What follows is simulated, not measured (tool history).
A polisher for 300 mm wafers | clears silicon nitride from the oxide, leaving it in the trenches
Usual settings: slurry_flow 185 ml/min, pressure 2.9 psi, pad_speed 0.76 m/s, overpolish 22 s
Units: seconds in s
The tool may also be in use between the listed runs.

run      day  slurry_flow  pressure  pad_speed  overpolish  incoming thickness of the incoming film, nm  seconds
  1    0.000          185       2.9       0.56          22                                         79.9    192.8
  2    2.579          185       2.9       0.56          22                                         79.4    188.8
  3    6.438          185       2.9       0.76          22                                         80.3    146.7
  4    9.242          185       2.3       0.76          22                                         80.5    182.8
      10.458  -- worn pad replaced by a new one
  5   12.121          185       2.3       0.76          22                                         79.6    184.8
  6   14.408          185       2.9       0.76          22                                         80.3    151.9
  7   18.633          185       2.9       0.76          22                                         80.5    151.8
  8   21.979          185       2.9       0.76          22                                         79.4    155.6
  9   24.654          185       2.9       0.76          22                                         79.3    152.4
 10   29.479          185       2.9       0.76          22                                         80.0    155.1
      31.225  -- slurry nozzle cleaned, repeated, since the last time left the tool worse
      35.362  -- worn pad replaced by a new one
 11   38.896          185       2.9       0.76          28                                         80.3    129.2
 12   42.662          185       2.9       0.76          28                                         81.2    132.1
 13   45.379          185       2.9       0.76          28                                         80.8    134.6
 14   47.817          185       2.9       0.76          22                                         80.8    133.7
 15   51.004          185       2.9       0.76          22                                         79.7    130.1
      52.162  -- head pressure recalibrated
 16   54.346          185       2.9       0.86          22                                         81.3    119.2
 17   57.229          185       2.9       0.76          31                                         79.5    134.3
 18   59.283          185       2.9       0.76          22                                         79.5    129.5
 19   60.967          160       3.5       0.58          29                                         79.4    147.2
      62.433  -- slurry nozzle cleaned
 20   62.629          185       2.9       0.66          22                                         80.4    148.1
      65.592  -- worn pad replaced by a new one
 21   66.046          185       2.9       0.76          22                                         78.9    125.6
 22   68.325          185       3.7       0.90          15                                         78.8     84.6
 23   71.521          185       2.9       0.76          22                                         80.0    129.9
 24   75.933          185       2.0       0.76          22                                         81.2    196.9
 25   79.508          185       2.9       0.76          18                                         79.8    129.3
 26   83.462          185       2.9       0.76          28                                         79.3    134.5
 27   85.700          160       3.3       0.58          27                                         79.6    156.4
 28   88.050          225       2.5       0.86          17                                         81.0    132.9
      88.362  -- slurry nozzle cleaned
 29   92.417          185       3.4       0.50          31                                         80.4    169.7
      94.621  -- worn pad replaced by a new one
 30   94.917          185       2.9       0.76          22                                         79.8    128.4
 31   97.346          155       3.5       0.68          15                                         78.9    123.2
 32  100.217          185       2.9       0.76          22                                         80.9    130.8
 33  102.083          185       2.9       0.76          22                                         80.7    134.4
 34  104.496          210       2.9       0.66          22                                         79.2    152.7
 35  108.550          250       3.9       0.58          30                                         79.7    120.1
 36  110.575          185       2.9       0.76          22                                         80.1    132.3

The tool's hidden state at each run:
removal rate lost through wear of the pad, %: 0 in every run
deviation of the head's pressure from its setpoint, %: 0 in every run
H1: slurry flow missing at the pad, %
run     H1
  1   35.3
  2   39.5
  3     44
  4   46.2
  5     48
  6     49
  7   50.3
  8     51
  9   51.4
 10   51.9
 11     12
 12   14.8
 13   16.2
 14   17.2
 15   18.1
 16   18.8
 17   19.2
 18   19.4
 19   19.6
 20  0.997
 21   6.76
 22   9.58
 23   12.5
 24   15.2
 25   16.6
 26   17.7
 27   18.1
 28   18.5
 29   7.76
 30   10.7
 31   12.8
 32   14.8
 33   15.7
 34   16.7
 35   17.9
 36   18.3
